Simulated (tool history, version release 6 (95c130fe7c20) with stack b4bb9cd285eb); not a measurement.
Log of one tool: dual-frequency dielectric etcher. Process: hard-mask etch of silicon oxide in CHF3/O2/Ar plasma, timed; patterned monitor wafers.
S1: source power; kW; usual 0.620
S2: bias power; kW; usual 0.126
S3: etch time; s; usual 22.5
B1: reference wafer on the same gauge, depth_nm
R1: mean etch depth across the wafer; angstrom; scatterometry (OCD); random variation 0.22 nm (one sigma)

run	day	S1	S2	S3	B1	R1
1	0.000	0.530	0.126	26.5	42.63	491.3
2	3.400	0.570	0.126	22.5	42.86	431.9
3	6.883	0.570	0.126	22.5	43.01	430.9
4	9.933	0.620	0.126	22.5	43.14	446.5
5	13.867	0.620	0.126	22.5	43.27	453.0
6	16.592	0.620	0.126	22.5	43.38	455.0
# day 19.612: wet clean of the chamber
7	20.142	0.580	0.126	22.5	43.44	440.5
8	23.779	0.580	0.126	22.5	43.49	437.2
9	26.417	0.580	0.126	22.5	43.62	444.8
10	29.492	0.620	0.126	22.5	43.66	453.7
11	31.162	0.620	0.126	22.5	43.66	457.7
12	34.400	0.620	0.126	22.5	43.72	448.2
13	36.571	0.620	0.126	22.5	43.76	451.9
# day 38.962: wet clean of the chamber
# day 39.950: upper electrode replaced
14	40.450	0.490	0.126	22.5	43.78	414.7
15	42.633	0.620	0.126	22.5	43.76	454.1
16	46.004	0.620	0.126	22.5	43.82	453.6
17	48.650	0.620	0.126	22.5	43.84	454.9
# day 51.929: gauge calibrated
18	52.267	0.510	0.106	18.0	41.57	309.0
19	56.725	0.620	0.126	22.5	42.06	437.7
# day 59.729: bias power generator calibrated
# day 59.967: wet clean of the chamber
20	60.096	0.620	0.126	22.5	42.37	440.5
# day 60.854: source power generator calibrated
21	62.708	0.670	0.151	20.0	42.54	419.0
22	64.675	0.620	0.126	22.5	42.68	443.9
23	68.633	0.560	0.146	17.0	42.92	339.1

Run 24 comes next. What will it give?
24	72.483	0.770	0.126	22.5	?	?

B1: 43.10
R1: 490.5 angstrom
Without the tool's hidden state the same run would have given R1 473.4 angstrom.
